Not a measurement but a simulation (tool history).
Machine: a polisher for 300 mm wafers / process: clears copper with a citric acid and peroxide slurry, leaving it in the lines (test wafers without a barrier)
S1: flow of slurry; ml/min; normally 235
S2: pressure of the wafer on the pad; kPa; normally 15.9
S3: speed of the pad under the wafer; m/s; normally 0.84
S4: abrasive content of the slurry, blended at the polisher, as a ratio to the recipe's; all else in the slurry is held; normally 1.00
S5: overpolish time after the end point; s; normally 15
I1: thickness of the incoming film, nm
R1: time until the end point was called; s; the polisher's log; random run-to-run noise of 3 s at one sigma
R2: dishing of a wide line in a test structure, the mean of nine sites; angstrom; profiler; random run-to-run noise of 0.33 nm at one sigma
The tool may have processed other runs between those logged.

run	hour	S1	S2	S3	S4	S5	I1	R1	R2
1	0.0	235	15.9	0.84	1.25	15	199.1	166.5	143
2	92.9	265	15.9	0.84	1.00	15	198.5	159.5	147
3	135.7	265	15.9	0.84	1.00	15	200.2	164.0	154
4	219.6	235	15.9	0.84	1.00	15	203.4	168.4	144
5	274.1	190	19.3	0.66	1.00	15	196.9	185.6	125
6	314.7	265	19.3	0.84	0.75	22	200.5	157.7	210
7	417.8	235	18.6	0.84	1.00	18	200.8	153.9	181
8	507.8	180	12.4	1.10	1.00	15	202.3	163.4	150
9	605.0	235	17.9	1.12	0.90	15	199.7	128.0	184
10	674.6	235	15.9	0.96	1.00	10	197.3	148.2	106
11	782.0	235	13.1	0.84	1.10	15	199.7	176.3	140
12	889.3	235	15.9	0.84	0.90	15	202.1	174.9	138
13	936.6	205	18.6	0.84	1.00	19	204.0	153.0	196
14	1043.2	235	15.9	0.54	1.00	15	200.6	221.6	112
15	1084.1	235	15.9	0.84	1.00	15	199.8	171.7	136
16	1165.8	235	15.9	0.84	1.00	15	200.8	177.3	143
17	1247.3	280	11.0	0.74	0.85	15	203.7	220.9	117
18	1284.5	285	18.6	0.68	0.85	15	199.0	191.7	131
19	1323.7	235	15.9	0.84	1.10	15	200.2	176.8	142
20	1384.0	235	15.9	0.84	0.80	15	199.5	174.6	146
21	1421.4	235	15.9	0.96	1.00	15	198.1	150.0	162
22	1593.9	235	17.2	0.84	1.25	9	200.8	152.4	98
23	1638.5	300	20.7	0.58	0.85	15	200.7	191.0	135
24	1709.1	235	15.9	0.84	1.00	15	200.2	171.3	145
25	1758.8	235	15.9	0.84	1.00	15	199.5	171.8	147
26	1862.2	205	15.9	0.60	0.85	15	201.1	227.9	111
27	1950.9	235	21.4	1.02	1.15	15	199.3	131.2	180

Put back what was entered between runs (11 entries, withheld): which listed runs does each sit between, and how does the hidden state differ from the listed run before to the listed run after?
Between runs 1 and 2: slurry blender recalibrated (hour 42.3)
  abrasive missing from the slurry, %: 34.4 -> 11.3
  measured result minus the result with no hidden state, R1: +14.3 -> +4.0 s; R2: -12 -> -4 angstrom
Between runs 6 and 7: worn pad replaced by a new one (hour 343.4); slurry nozzle cleaned (hour 365.4)
  abrasive missing from the slurry, %: 30 -> 34
  measured result minus the result with no hidden state, R1: +10.9 -> +12.7 s; R2: -13 -> -15 angstrom
Between runs 10 and 11: slurry blender recalibrated (hour 695.0); head pressure recalibrated (hour 763.5)
  abrasive missing from the slurry, %: 38.4 -> 14.6
  measured result minus the result with no hidden state, R1: +14.2 -> +5.8 s; R2: -10 -> -4 angstrom
Between runs 13 and 14: worn pad replaced by a new one, of another model than before (hour 1040.3)
  abrasive missing from the slurry, %: 27.2 -> 31.9
  measured result minus the result with no hidden state, R1: +9.8 -> +17.0 s; R2: -12 -> -8 angstrom
Between runs 15 and 16: slurry nozzle cleaned (hour 1094.8)
  abrasive missing from the slurry, %: 33.1 -> 35
  measured result minus the result with no hidden state, R1: +13.8 -> +15.2 s; R2: -11 -> -12 angstrom
Between runs 19 and 20: slurry blender recalibrated (hour 1383.5)
  abrasive missing from the slurry, %: 37.1 -> 2.34
  measured result minus the result with no hidden state, R1: +16.4 -> +0.9 s; R2: -13 -> -1 angstrom
Between runs 23 and 24: worn pad replaced by a new one (hour 1673.2)
  abrasive missing from the slurry, %: 27.9 -> 31
  measured result minus the result with no hidden state, R1: +12.4 -> +12.8 s; R2: -8 -> -11 angstrom
Between runs 25 and 26: slurry nozzle cleaned (hour 1809.9)
  abrasive missing from the slurry, %: 32.7 -> 35.2
  measured result minus the result with no hidden state, R1: +13.6 -> +19.2 s; R2: -11 -> -10 angstrom
Between runs 26 and 27: head pressure recalibrated (hour 1883.7)
  abrasive missing from the slurry, %: 35.2 -> 36.5
  measured result minus the result with no hidden state, R1: +19.2 -> +12.0 s; R2: -10 -> -16 angstrom
